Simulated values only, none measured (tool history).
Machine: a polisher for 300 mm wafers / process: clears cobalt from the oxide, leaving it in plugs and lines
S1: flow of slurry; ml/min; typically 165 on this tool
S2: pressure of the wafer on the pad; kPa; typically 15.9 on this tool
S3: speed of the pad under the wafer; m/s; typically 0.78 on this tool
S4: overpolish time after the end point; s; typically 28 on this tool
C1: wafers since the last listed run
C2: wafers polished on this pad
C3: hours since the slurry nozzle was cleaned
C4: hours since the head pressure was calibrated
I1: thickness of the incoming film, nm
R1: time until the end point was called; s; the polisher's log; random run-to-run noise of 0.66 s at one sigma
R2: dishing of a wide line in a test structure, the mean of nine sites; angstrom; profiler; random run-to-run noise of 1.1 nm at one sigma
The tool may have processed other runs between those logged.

Run 1, day 0: usual settings; C1 0; C2 1423; C3 31.1; C4 1373.8; I1 178.9. Result: R1 43.1 s, R2 660 angstrom.
At day 0.467: worn pad replaced by a new one.
Run 2, day 1.196: usual settings; C1 281; C2 199; C3 59.8; C4 1402.5; I1 178.2. Result: R1 43.6 s, R2 640 angstrom.
Run 3, day 2.283: usual settings; C1 297; C2 497; C3 85.9; C4 1428.6; I1 179.2. Result: R1 44.9 s, R2 641 angstrom.
Run 4, day 4.112: usual settings but S1 185 ml/min, S4 39 s; C1 500; C2 998; C3 129.8; C4 1472.5; I1 180.4. Result: R1 43.9 s, R2 737 angstrom.
At day 5.358: worn pad replaced by a new one.
Run 5, day 6.783: usual settings but S1 185 ml/min, S4 39 s; C1 685; C2 390; C3 193.9; C4 1536.6; I1 179.4. Result: R1 43.4 s, R2 728 angstrom.
Run 6, day 8.7: usual settings; C1 524; C2 915; C3 239.9; C4 1582.6; I1 178.1. Result: R1 44.8 s, R2 652 angstrom.
At day 9.246: head pressure recalibrated.
At day 9.642: slurry nozzle cleaned.
At day 10.354: worn pad replaced by a new one.
Run 7, day 11.417: usual settings; C1 664; C2 291; C3 42.6; C4 52.1; I1 180.2. Result: R1 50.7 s, R2 612 angstrom.
Run 8, day 12.792: usual settings; C1 376; C2 668; C3 75.6; C4 85.1; I1 178.4. Result: R1 49.2 s, R2 636 angstrom.
Run 9, day 13.879: usual settings but S2 11 kPa, S3 0.62 m/s, S4 45 s; C1 297; C2 965; C3 101.7; C4 111.2; I1 179.4. Result: R1 84.7 s, R2 592 angstrom.
At day 15.325: worn pad replaced by a new one.
Run 10, day 15.604: usual settings but S3 1 m/s, S4 37 s; C1 426; C2 76; C3 143.1; C4 152.6; I1 183. Result: R1 40.6 s, R2 749 angstrom.
Run 11, day 16.921: usual settings but S1 145 ml/min, S2 13.8 kPa, S3 0.5 m/s, S4 15 s; C1 360; C2 436; C3 174.7; C4 184.2; I1 180.3. Result: R1 79.5 s, R2 301 angstrom.
Run 12, day 19.588: usual settings but S1 210 ml/min, S3 0.66 m/s, S4 42 s; C1 730; C2 1167; C3 238.7; C4 248.2; I1 181.1. Result: R1 53.9 s, R2 728 angstrom.
At day 20.588: worn pad replaced by a new one.
At day 21.867: slurry nozzle cleaned.
Run 13, day 22.392: usual settings but S1 120 ml/min, S2 13.1 kPa, S3 0.9 m/s, S4 24 s; C1 710; C2 482; C3 12.6; C4 315.5; I1 177.8. Result: R1 52.8 s, R2 548 angstrom.
Run 14, day 23.546: usual settings but S1 205 ml/min, S4 40 s; C1 316; C2 798; C3 40.3; C4 343.2; I1 176.2. Result: R1 45.1 s, R2 728 angstrom.
Run 15, day 25.342: usual settings but S1 195 ml/min, S2 12.4 kPa, S3 0.6 m/s, S4 23 s; C1 491; C2 1290; C3 83.4; C4 386.3; I1 177.7. Result: R1 71.6 s, R2 446 angstrom.
At day 26.804: worn pad replaced by a new one.
Run 16, day 27.817: usual settings; C1 632; C2 277; C3 142.8; C4 445.7; I1 183.6. Result: R1 48.3 s, R2 630 angstrom.

Branching from run 16: 3 alternative next runs. What would each branch give?
Run A, day 27.838: usual settings; C1 5; C2 282; C3 143.3; C4 446.2; I1 179.4. Result: R1 ?, R2 ?.
Run B, day 27.838: usual settings but S1 115 ml/min, S3 0.62 m/s; C1 5; C2 282; C3 143.3; C4 446.2; I1 179.4. Result: R1 ?, R2 ?.
Run C, day 27.838: usual settings but S1 130 ml/min, S2 21.4 kPa, S3 0.66 m/s, S4 33 s; C1 5; C2 282; C3 143.3; C4 446.2; I1 179.4. Result: R1 ?, R2 ?.

run    R1   R2
  A  47.5  630
  B  60.5  560
  C  41.9  704
The same runs, with their run-to-run variation unchanged, on a tool lacking any hidden condition would have given:
run    R1   R2
  A  50.9  611
  B  64.9  539
  C  44.9  688
